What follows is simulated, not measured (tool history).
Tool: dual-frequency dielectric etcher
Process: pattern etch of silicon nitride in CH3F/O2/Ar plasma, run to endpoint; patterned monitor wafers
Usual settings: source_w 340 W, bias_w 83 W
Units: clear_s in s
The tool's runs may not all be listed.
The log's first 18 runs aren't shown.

run     day  source_w  bias_w  incoming incoming film thickness, nm  clear_s
     35.721  -- wet clean of the chamber
 19  35.742       340      83                                 17.24     27.6
 20  37.579       340      96                                 17.26     26.3
 21  38.717       280      83                                 17.39     31.5
 22  40.671       340      98                                 17.32     26.5
 23  43.246       310      83                                 17.49     29.7
 24  44.317       300      83                                 17.39     30.5
 25  46.962       260      73                                 17.29     35.1
 26  48.121       340      62                                 17.27     30.9
 27  49.846       280      96                                 17.15     30.1
     52.117  -- wet clean of the chamber
 28  52.138       260      98                                 17.45     31.1
 29  53.025       340      83                                 17.33     27.6
 30  55.462       340      83                                 17.13     27.5
 31  57.433       340      94                                  17.3     26.6
 32  60.158       340      63                                 17.38     30.8
 33  62.254       310      64                                 17.23       32
 34  63.492       360      96                                 17.36     25.8

5 ways to go on from here, each from the tool as it stands after run 34. What would each give?
  A  63.508       340      83                                 17.44        ?
  B  63.508       270      83                                 17.44        ?
  C  63.508       360      77                                 17.44        ?
  D  63.508       280      76                                 17.44        ?
  E  63.508       390      91                                 17.44        ?

run  clear_s
  A     28.3
  B     32.8
  C       28
  D       33
  E     25.3
Without the tool's hidden state the same runs would have given:
run  clear_s
  A     27.8
  B     32.2
  C     27.5
  D     32.4
  E     24.9

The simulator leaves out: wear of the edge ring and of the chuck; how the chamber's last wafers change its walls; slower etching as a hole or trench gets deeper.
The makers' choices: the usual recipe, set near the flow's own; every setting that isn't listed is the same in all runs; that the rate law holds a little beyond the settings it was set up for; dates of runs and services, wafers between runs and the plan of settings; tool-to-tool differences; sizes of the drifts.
